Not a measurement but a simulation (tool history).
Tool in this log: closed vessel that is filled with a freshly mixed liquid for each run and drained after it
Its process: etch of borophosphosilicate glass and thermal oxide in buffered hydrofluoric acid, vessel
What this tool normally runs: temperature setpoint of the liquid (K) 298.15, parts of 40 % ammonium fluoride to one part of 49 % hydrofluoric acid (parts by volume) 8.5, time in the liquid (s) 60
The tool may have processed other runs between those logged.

run,hour,temperature setpoint of the liquid (K),parts of 40 % ammonium fluoride to one part of 49 % hydrofluoric acid (parts by volume),time in the liquid (s),"read-back film thickness of the borophosphosilicate glass reference wafer, read on the same gauge (nm)","read-back film thickness of the thermal oxide reference wafer, read on the same gauge (nm)",thickness taken off the borophosphosilicate glass on a monitor wafer (Å),thickness taken off the thermal oxide on a monitor wafer (Å)
1,0,296.15,8.5,60,120.01,139.99,819.8,692.8
2,101.2,302.15,8.5,60,119.98,140.03,1114.1,953
3,203.7,302.15,8.5,60,120,140.03,1120.4,957.4
4,308.2,302.15,8.5,60,120.02,140.01,1112.7,954.2
5,453,298.15,11,60,120,139.98,725,608.8
6,531.4,298.15,8.5,60,120,140,888.9,757
7,616.1,298.15,8.5,60,119.98,139.99,893.3,766
8,696.5,298.15,8.5,60,120,140,896.8,770.5
9,794.7,296.65,5.5,60,120.01,140.01,1253.4,1073.8
10,879.6,302.15,8.5,80,119.97,140.03,1496.9,1270.4
# hour 913.4: hydrofluoric acid flow meter replaced
11,983.1,298.15,8.5,60,120,140,884.8,757.7
12,1020.1,298.15,9.5,50,119.99,139.98,671.3,572.9
13,1089,298.15,8.5,60,119.99,140.01,898.8,763.4
14,1155.2,300.15,7,90,119.99,140.01,1838.5,1553

Predict the results of run 15:
# hour 1163.5: gauge calibrated
15,1208.5,293.65,8.5,60,?,?,?,?

read-back film thickness of the borophosphosilicate glass reference wafer, read on the same gauge (nm): 119.98
read-back film thickness of the thermal oxide reference wafer, read on the same gauge (nm): 140.02
thickness taken off the borophosphosilicate glass on a monitor wafer (Å): 702.8
thickness taken off the thermal oxide on a monitor wafer (Å): 593.2
Minus the tool's unlogged condition, the same run would have read thickness taken off the borophosphosilicate glass on a monitor wafer (Å) 751.8, thickness taken off the thermal oxide on a monitor wafer (Å) 635.1.
